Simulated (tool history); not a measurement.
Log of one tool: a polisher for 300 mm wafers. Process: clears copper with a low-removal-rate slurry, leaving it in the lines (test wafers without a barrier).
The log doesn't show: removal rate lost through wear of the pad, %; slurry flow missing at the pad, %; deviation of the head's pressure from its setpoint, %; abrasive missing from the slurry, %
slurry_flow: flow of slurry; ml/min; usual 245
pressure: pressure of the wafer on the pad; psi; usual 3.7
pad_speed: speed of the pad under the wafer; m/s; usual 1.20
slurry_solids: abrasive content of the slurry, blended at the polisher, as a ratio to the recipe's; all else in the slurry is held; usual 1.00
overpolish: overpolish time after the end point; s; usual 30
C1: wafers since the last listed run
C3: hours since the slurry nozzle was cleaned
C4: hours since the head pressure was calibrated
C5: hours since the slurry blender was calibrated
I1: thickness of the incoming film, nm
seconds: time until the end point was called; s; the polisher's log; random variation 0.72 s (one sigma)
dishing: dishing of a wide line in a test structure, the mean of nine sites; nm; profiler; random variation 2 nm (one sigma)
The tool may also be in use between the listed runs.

{"run": 1, "hour": 0.0, "slurry_flow": 245, "pressure": 3.7, "pad_speed": 0.88, "slurry_solids": 1.0, "overpolish": 26, "C1": 0, "wafers polished on this pad": 1141, "C3": 0.5, "C4": 731.8, "C5": 170.1, "I1": 455.2, "seconds": 123.8, "dishing": 58.4}
{"run": 2, "hour": 24.8, "slurry_flow": 245, "pressure": 3.7, "pad_speed": 0.88, "slurry_solids": 1.0, "overpolish": 26, "C1": 279, "wafers polished on this pad": 1420, "C3": 25.3, "C4": 756.6, "C5": 194.9, "I1": 448.1, "seconds": 120.0, "dishing": 58.5}
{"run": 3, "hour": 39.8, "slurry_flow": 245, "pressure": 3.7, "pad_speed": 1.2, "slurry_solids": 1.0, "overpolish": 30, "C1": 169, "wafers polished on this pad": 1589, "C3": 40.3, "C4": 771.6, "C5": 209.9, "I1": 462.0, "seconds": 91.3, "dishing": 81.3}
{"run": 4, "hour": 54.7, "slurry_flow": 245, "pressure": 3.7, "pad_speed": 1.2, "slurry_solids": 1.0, "overpolish": 30, "C1": 168, "wafers polished on this pad": 1757, "C3": 55.2, "C4": 786.5, "C5": 224.8, "I1": 450.5, "seconds": 91.3, "dishing": 83.6}
{"run": 5, "hour": 80.6, "slurry_flow": 220, "pressure": 3.7, "pad_speed": 1.2, "slurry_solids": 1.0, "overpolish": 38, "C1": 292, "wafers polished on this pad": 2050, "C3": 81.1, "C4": 812.4, "C5": 250.7, "I1": 452.2, "seconds": 93.0, "dishing": 92.7}
{"run": 6, "hour": 105.4, "slurry_flow": 245, "pressure": 3.0, "pad_speed": 1.2, "slurry_solids": 1.0, "overpolish": 30, "C1": 279, "wafers polished on this pad": 2329, "C3": 105.9, "C4": 837.2, "C5": 275.5, "I1": 457.1, "seconds": 115.8, "dishing": 67.5}
{"hour": 111.5, "done": "worn pad replaced by a new one"}
{"run": 7, "hour": 149.3, "slurry_flow": 290, "pressure": 3.7, "pad_speed": 0.96, "slurry_solids": 1.0, "overpolish": 18, "C1": 449, "wafers polished on this pad": 426, "C3": 149.8, "C4": 881.1, "C5": 319.4, "I1": 451.0, "seconds": 116.1, "dishing": 46.4}
{"run": 8, "hour": 161.6, "slurry_flow": 245, "pressure": 3.0, "pad_speed": 1.2, "slurry_solids": 1.2, "overpolish": 30, "C1": 138, "wafers polished on this pad": 565, "C3": 162.1, "C4": 893.4, "C5": 331.7, "I1": 463.3, "seconds": 115.5, "dishing": 70.7}
{"hour": 165.0, "done": "slurry blender recalibrated"}
{"run": 9, "hour": 177.2, "slurry_flow": 245, "pressure": 3.7, "pad_speed": 1.3, "slurry_solids": 0.8, "overpolish": 30, "C1": 153, "wafers polished on this pad": 718, "C3": 177.7, "C4": 909.0, "C5": 12.2, "I1": 456.0, "seconds": 87.0, "dishing": 82.4}
{"run": 10, "hour": 194.4, "slurry_flow": 245, "pressure": 3.7, "pad_speed": 1.4, "slurry_solids": 1.0, "overpolish": 30, "C1": 193, "wafers polished on this pad": 912, "C3": 194.9, "C4": 926.2, "C5": 29.4, "I1": 460.7, "seconds": 76.6, "dishing": 89.1}
{"hour": 219.2, "done": "head pressure recalibrated"}
{"run": 11, "hour": 221.2, "slurry_flow": 245, "pressure": 3.7, "pad_speed": 1.3, "slurry_solids": 1.0, "overpolish": 30, "C1": 279, "wafers polished on this pad": 1192, "C3": 221.7, "C4": 2.0, "C5": 56.2, "I1": 445.2, "seconds": 80.0, "dishing": 86.2}
{"run": 12, "hour": 251.7, "slurry_flow": 280, "pressure": 3.7, "pad_speed": 0.86, "slurry_solids": 1.0, "overpolish": 30, "C1": 343, "wafers polished on this pad": 1536, "C3": 252.2, "C4": 32.5, "C5": 86.7, "I1": 446.2, "seconds": 120.8, "dishing": 67.4}
{"run": 13, "hour": 273.9, "slurry_flow": 245, "pressure": 2.6, "pad_speed": 0.82, "slurry_solids": 0.9, "overpolish": 30, "C1": 250, "wafers polished on this pad": 1786, "C3": 274.4, "C4": 54.7, "C5": 108.9, "I1": 449.6, "seconds": 188.4, "dishing": 44.6}
{"run": 14, "hour": 298.5, "slurry_flow": 215, "pressure": 3.7, "pad_speed": 1.2, "slurry_solids": 0.75, "overpolish": 30, "C1": 277, "wafers polished on this pad": 2063, "C3": 299.0, "C4": 79.3, "C5": 133.5, "I1": 454.9, "seconds": 97.7, "dishing": 78.5}
{"hour": 325.1, "done": "worn pad replaced by a new one"}
{"run": 15, "hour": 325.6, "slurry_flow": 245, "pressure": 3.7, "pad_speed": 1.2, "slurry_solids": 1.0, "overpolish": 30, "C1": 260, "wafers polished on this pad": 5, "C3": 326.1, "C4": 106.4, "C5": 160.6, "I1": 456.4, "seconds": 89.2, "dishing": 83.2}
{"run": 16, "hour": 359.6, "slurry_flow": 245, "pressure": 3.7, "pad_speed": 1.2, "slurry_solids": 1.0, "overpolish": 30, "C1": 383, "wafers polished on this pad": 389, "C3": 360.1, "C4": 140.4, "C5": 194.6, "I1": 455.1, "seconds": 89.9, "dishing": 80.9}
{"run": 17, "hour": 387.3, "slurry_flow": 245, "pressure": 3.7, "pad_speed": 1.2, "slurry_solids": 1.3, "overpolish": 30, "C1": 312, "wafers polished on this pad": 701, "C3": 387.8, "C4": 168.1, "C5": 222.3, "I1": 455.5, "seconds": 85.5, "dishing": 84.2}
{"run": 18, "hour": 420.0, "slurry_flow": 245, "pressure": 3.7, "pad_speed": 1.2, "slurry_solids": 1.0, "overpolish": 30, "C1": 368, "wafers polished on this pad": 1070, "C3": 420.5, "C4": 200.8, "C5": 255.0, "I1": 446.5, "seconds": 89.7, "dishing": 78.0}
{"hour": 450.4, "done": "slurry nozzle cleaned"}
{"run": 19, "hour": 454.1, "slurry_flow": 220, "pressure": 2.4, "pad_speed": 1.2, "slurry_solids": 1.2, "overpolish": 39, "C1": 373, "wafers polished on this pad": 1443, "C3": 3.7, "C4": 234.9, "C5": 289.1, "I1": 457.5, "seconds": 137.4, "dishing": 69.5}
{"hour": 463.3, "done": "slurry blender recalibrated"}
{"run": 20, "hour": 468.7, "slurry_flow": 245, "pressure": 3.7, "pad_speed": 1.2, "slurry_solids": 1.0, "overpolish": 30, "C1": 142, "wafers polished on this pad": 1585, "C3": 18.3, "C4": 249.5, "C5": 5.4, "I1": 451.2, "seconds": 86.7, "dishing": 83.7}
{"run": 21, "hour": 489.2, "slurry_flow": 245, "pressure": 4.3, "pad_speed": 1.2, "slurry_solids": 1.0, "overpolish": 30, "C1": 231, "wafers polished on this pad": 1816, "C3": 38.8, "C4": 270.0, "C5": 25.9, "I1": 453.0, "seconds": 75.0, "dishing": 95.4}
{"run": 22, "hour": 503.7, "slurry_flow": 310, "pressure": 3.7, "pad_speed": 1.2, "slurry_solids": 1.0, "overpolish": 30, "C1": 163, "wafers polished on this pad": 1980, "C3": 53.3, "C4": 284.5, "C5": 40.4, "I1": 456.6, "seconds": 84.9, "dishing": 85.1}
{"run": 23, "hour": 528.5, "slurry_flow": 245, "pressure": 5.0, "pad_speed": 1.2, "slurry_solids": 1.25, "overpolish": 14, "C1": 279, "wafers polished on this pad": 2259, "C3": 78.1, "C4": 309.3, "C5": 65.2, "I1": 452.2, "seconds": 61.2, "dishing": 65.1}
{"hour": 562.0, "done": "worn pad replaced by a new one"}
{"run": 24, "hour": 562.5, "slurry_flow": 280, "pressure": 3.7, "pad_speed": 1.5, "slurry_solids": 1.0, "overpolish": 30, "C1": 338, "wafers polished on this pad": 5, "C3": 112.1, "C4": 343.3, "C5": 99.2, "I1": 455.9, "seconds": 70.1, "dishing": 94.1}
{"run": 25, "hour": 571.2, "slurry_flow": 245, "pressure": 3.3, "pad_speed": 1.2, "slurry_solids": 1.0, "overpolish": 30, "C1": 98, "wafers polished on this pad": 103, "C3": 120.8, "C4": 352.0, "C5": 107.9, "I1": 462.2, "seconds": 99.9, "dishing": 76.6}
{"run": 26, "hour": 647.5, "slurry_flow": 245, "pressure": 3.7, "pad_speed": 1.2, "slurry_solids": 1.0, "overpolish": 47, "C1": 860, "wafers polished on this pad": 963, "C3": 197.1, "C4": 428.3, "C5": 184.2, "I1": 462.3, "seconds": 91.7, "dishing": 108.5}
{"run": 27, "hour": 663.6, "slurry_flow": 245, "pressure": 3.7, "pad_speed": 0.82, "slurry_solids": 1.25, "overpolish": 22, "C1": 181, "wafers polished on this pad": 1145, "C3": 213.2, "C4": 444.4, "C5": 200.3, "I1": 456.7, "seconds": 123.2, "dishing": 53.1}
{"run": 28, "hour": 694.3, "slurry_flow": 280, "pressure": 3.7, "pad_speed": 1.2, "slurry_solids": 1.0, "overpolish": 30, "C1": 346, "wafers polished on this pad": 1491, "C3": 243.9, "C4": 475.1, "C5": 231.0, "I1": 461.6, "seconds": 92.3, "dishing": 80.2}

The same runs without the tool's hidden state, with the same run-to-run variation:
run=1 seconds=120.3 dishing=59.6
run=2 seconds=115.8 dishing=60.1
run=3 seconds=87.7 dishing=83.4
run=4 seconds=87.3 dishing=86.0
run=5 seconds=88.0 dishing=95.6
run=6 seconds=108.3 dishing=70.5
run=7 seconds=106.0 dishing=50.0
run=8 seconds=104.4 dishing=75.6
run=9 seconds=86.3 dishing=82.8
run=10 seconds=75.9 dishing=89.6
run=11 seconds=79.2 dishing=86.7
run=12 seconds=119.2 dishing=68.0
run=13 seconds=185.4 dishing=45.2
run=14 seconds=95.8 dishing=79.5
run=15 seconds=86.9 dishing=84.6
run=16 seconds=86.8 dishing=82.7
run=17 seconds=81.6 dishing=86.6
run=18 seconds=84.7 dishing=80.9
run=19 seconds=127.4 dishing=72.9
run=20 seconds=86.5 dishing=83.7
run=21 seconds=74.8 dishing=95.5
run=22 seconds=84.7 dishing=85.3
run=23 seconds=60.9 dishing=65.4
run=24 seconds=69.5 dishing=94.5
run=25 seconds=98.9 dishing=77.1
run=26 seconds=89.4 dishing=109.8
run=27 seconds=119.4 dishing=54.4
run=28 seconds=88.7 dishing=82.3

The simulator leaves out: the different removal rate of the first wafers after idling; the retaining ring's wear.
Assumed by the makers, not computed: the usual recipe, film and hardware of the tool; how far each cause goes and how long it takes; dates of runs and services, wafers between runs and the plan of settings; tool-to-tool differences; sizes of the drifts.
